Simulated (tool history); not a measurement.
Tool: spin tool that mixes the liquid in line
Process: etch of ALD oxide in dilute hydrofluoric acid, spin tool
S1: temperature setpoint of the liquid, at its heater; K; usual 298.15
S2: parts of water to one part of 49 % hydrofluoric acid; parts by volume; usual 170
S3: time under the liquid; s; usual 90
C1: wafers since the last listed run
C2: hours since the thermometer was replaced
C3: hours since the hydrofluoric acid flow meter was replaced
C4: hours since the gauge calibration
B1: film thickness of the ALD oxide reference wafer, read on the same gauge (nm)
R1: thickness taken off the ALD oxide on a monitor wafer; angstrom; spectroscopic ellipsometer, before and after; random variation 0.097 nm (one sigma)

run 1 day=0 | S1=294.65 S2=170 S3=90 | C1=0 C2=160.7 C3=1741.6 C4=601.1 | B1=49.97 | R1=100.8
run 2 day=1.846 | S1=294.65 S2=170 S3=90 | C1=528 C2=205 C3=1785.9 C4=645.4 | B1=50.01 | R1=99.9
run 3 day=3.362 | S1=298.15 S2=170 S3=90 | C1=434 C2=241.4 C3=1822.3 C4=681.8 | B1=49.99 | R1=114.8
run 4 day=5.138 | S1=298.15 S2=170 S3=90 | C1=508 C2=284 C3=1864.9 C4=724.4 | B1=49.98 | R1=114.8
run 5 day=6.362 | S1=298.15 S2=170 S3=90 | C1=350 C2=313.4 C3=1894.3 C4=753.8 | B1=49.97 | R1=113.8
run 6 day=7.942 | S1=298.15 S2=170 S3=90 | C1=452 C2=351.3 C3=1932.2 C4=791.7 | B1=49.97 | R1=115.8
run 7 day=10.808 | S1=298.15 S2=170 S3=90 | C1=821 C2=420.1 C3=2001 C4=860.5 | B1=50.01 | R1=113.3
run 8 day=13.796 | S1=298.15 S2=170 S3=90 | C1=855 C2=491.8 C3=2072.7 C4=932.2 | B1=50 | R1=114.7
run 9 day=15.717 | S1=298.15 S2=215 S3=90 | C1=550 C2=537.9 C3=2118.8 C4=978.3 | B1=50 | R1=86.5
run 10 day=17.662 | S1=298.15 S2=135 S3=90 | C1=557 C2=584.6 C3=2165.5 C4=1025 | B1=50 | R1=152.9
-- day=18.571 hydrofluoric acid flow meter replaced
run 11 day=19.562 | S1=298.15 S2=225 S3=110 | C1=532 C2=630.2 C3=23.8 C4=1070.6 | B1=49.98 | R1=99
run 12 day=21.179 | S1=298.15 S2=225 S3=110 | C1=463 C2=669 C3=62.6 C4=1109.4 | B1=50.01 | R1=97.8
run 13 day=23.879 | S1=298.15 S2=225 S3=110 | C1=773 C2=733.8 C3=127.4 C4=1174.2 | B1=50 | R1=99
run 14 day=29.871 | S1=298.15 S2=170 S3=90 | C1=1716 C2=877.6 C3=271.2 C4=1318 | B1=50.04 | R1=114.9
run 15 day=32.808 | S1=298.15 S2=220 S3=90 | C1=841 C2=948.1 C3=341.7 C4=1388.5 | B1=49.97 | R1=84.6
run 16 day=34.417 | S1=298.15 S2=220 S3=90 | C1=460 C2=986.7 C3=380.3 C4=1427.1 | B1=50 | R1=83.5
run 17 day=37.175 | S1=298.15 S2=170 S3=90 | C1=790 C2=1052.9 C3=446.5 C4=1493.3 | B1=49.99 | R1=114.7
run 18 day=39.279 | S1=294.65 S2=205 S3=35 | C1=602 C2=1103.4 C3=497 C4=1543.8 | B1=50.02 | R1=31.1
run 19 day=40.862 | S1=301.65 S2=205 S3=130 | C1=453 C2=1141.4 C3=535 C4=1581.8 | B1=50 | R1=149.2
run 20 day=42.471 | S1=294.15 S2=170 S3=140 | C1=460 C2=1180 C3=573.6 C4=1620.4 | B1=50.01 | R1=152.3
-- day=43.879 gauge calibrated
run 21 day=43.929 | S1=296.65 S2=235 S3=90 | C1=417 C2=1215 C3=608.6 C4=1.2 | B1=50.01 | R1=72.5
run 22 day=46.262 | S1=295.65 S2=170 S3=140 | C1=668 C2=1271 C3=664.6 C4=57.2 | B1=50.01 | R1=161.4
-- day=47.654 thermometer replaced
run 23 day=48.933 | S1=298.15 S2=170 S3=90 | C1=753 C2=30.7 C3=728.7 C4=121.3 | B1=49.97 | R1=114.3
run 24 day=50.208 | S1=302.15 S2=170 S3=90 | C1=365 C2=61.3 C3=759.3 C4=151.9 | B1=50.01 | R1=132.2
run 25 day=51.892 | S1=298.15 S2=170 S3=90 | C1=482 C2=101.7 C3=799.7 C4=192.3 | B1=50 | R1=113.8
run 26 day=53.404 | S1=298.15 S2=105 S3=90 | C1=433 C2=138 C3=836 C4=228.6 | B1=50 | R1=197.5
run 27 day=56.217 | S1=298.15 S2=195 S3=90 | C1=805 C2=205.5 C3=903.5 C4=296.1 | B1=49.98 | R1=96.4
run 28 day=57.325 | S1=298.15 S2=170 S3=90 | C1=317 C2=232.1 C3=930.1 C4=322.7 | B1=50 | R1=116.4
run 29 day=59.592 | S1=303.15 S2=170 S3=65 | C1=649 C2=286.5 C3=984.5 C4=377.1 | B1=50.02 | R1=99.2
run 30 day=62.017 | S1=294.65 S2=205 S3=35 | C1=694 C2=344.7 C3=1042.7 C4=435.3 | B1=50 | R1=31.4
run 31 day=63.733 | S1=298.15 S2=230 S3=90 | C1=491 C2=385.9 C3=1083.9 C4=476.5 | B1=50.02 | R1=79.3
run 32 day=65.908 | S1=298.15 S2=170 S3=90 | C1=623 C2=438.1 C3=1136.1 C4=528.7 | B1=50 | R1=113.8
run 33 day=67.288 | S1=298.15 S2=170 S3=90 | C1=395 C2=471.2 C3=1169.2 C4=561.8 | B1=50.01 | R1=116.3
run 34 day=69.212 | S1=298.15 S2=170 S3=90 | C1=551 C2=517.4 C3=1215.4 C4=608 | B1=50.04 | R1=114.5
run 35 day=70.346 | S1=293.65 S2=170 S3=90 | C1=324 C2=544.6 C3=1242.6 C4=635.2 | B1=50 | R1=97.2

4 ways to go on from here, each from the tool as it stands after run 35. What would each give?
run A day=70.362 | S1=298.15 S2=235 S3=90 | C1=4 C2=545 C3=1243 C4=635.6 | B1=? | R1=?
run B day=70.362 | S1=301.65 S2=115 S3=55 | C1=4 C2=545 C3=1243 C4=635.6 | B1=? | R1=?
run C day=70.362 | S1=298.15 S2=170 S3=140 | C1=4 C2=545 C3=1243 C4=635.6 | B1=? | R1=?
run D day=70.362 | S1=300.65 S2=90 S3=55 | C1=4 C2=545 C3=1243 C4=635.6 | B1=? | R1=?

run=A B1=49.98 R1=76.7
run=B B1=49.98 R1=125.5
run=C B1=49.98 R1=177.2
run=D B1=49.98 R1=159.6
Without the tool's hidden state the same runs would have given:
run=A R1=76.7
run=B R1=125.5
run=C R1=177.2
run=D R1=159.6
